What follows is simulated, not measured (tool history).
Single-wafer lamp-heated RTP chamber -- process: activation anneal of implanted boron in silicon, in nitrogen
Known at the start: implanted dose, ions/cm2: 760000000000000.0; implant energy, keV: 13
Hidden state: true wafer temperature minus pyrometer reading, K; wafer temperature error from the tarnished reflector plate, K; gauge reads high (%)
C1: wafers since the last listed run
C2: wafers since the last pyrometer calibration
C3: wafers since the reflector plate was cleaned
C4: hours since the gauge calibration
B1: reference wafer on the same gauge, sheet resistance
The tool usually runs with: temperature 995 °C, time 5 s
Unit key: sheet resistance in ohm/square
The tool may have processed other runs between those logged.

run 1 hour=0 | temperature=974 time=5 | C1=0 C2=2659 C3=13200 C4=275.6 | B1=132.98 | sheet_resistance=165.99
run 2 hour=24.1 | temperature=995 time=5 | C1=324 C2=2984 C3=13524 C4=299.7 | B1=132.98 | sheet_resistance=155.99
-- hour=47.7 pyrometer window cleaned and pyrometer calibrated
run 3 hour=51.2 | temperature=995 time=5 | C1=257 C2=47 C3=13782 C4=326.8 | B1=132.96 | sheet_resistance=156.71
run 4 hour=68.1 | temperature=995 time=5 | C1=227 C2=274 C3=14009 C4=343.7 | B1=132.97 | sheet_resistance=156.6
run 5 hour=88.6 | temperature=973 time=5 | C1=276 C2=550 C3=14285 C4=364.2 | B1=132.99 | sheet_resistance=167.59
run 6 hour=103.8 | temperature=995 time=5 | C1=204 C2=755 C3=14490 C4=379.4 | B1=132.99 | sheet_resistance=155.92
run 7 hour=120.3 | temperature=995 time=5 | C1=222 C2=977 C3=14712 C4=395.9 | B1=132.99 | sheet_resistance=155.35
run 8 hour=140.6 | temperature=995 time=5 | C1=273 C2=1250 C3=14985 C4=416.2 | B1=133.05 | sheet_resistance=155.96
run 9 hour=160.4 | temperature=995 time=5 | C1=266 C2=1517 C3=15252 C4=436 | B1=133.03 | sheet_resistance=155.94
run 10 hour=192.2 | temperature=1017 time=7 | C1=428 C2=1945 C3=15680 C4=467.8 | B1=133.01 | sheet_resistance=150.99
-- hour=222 gauge calibrated
-- hour=223 reflector plate cleaned
run 11 hour=223.5 | temperature=983 time=4 | C1=313 C2=2259 C3=7 C4=1.5 | B1=133.04 | sheet_resistance=165
run 12 hour=236 | temperature=1007 time=6 | C1=168 C2=2427 C3=175 C4=14 | B1=133.07 | sheet_resistance=153.82

Predict the results of run 13:
run 13 hour=262.6 | temperature=967 time=3 | C1=358 C2=2785 C3=533 C4=40.6 | B1=? | sheet_resistance=?

Run 13 gave B1 133.06, sheet resistance 179.02 ohm/square.
Without the tool's hidden state the same run would have given sheet resistance 186.55 ohm/square.
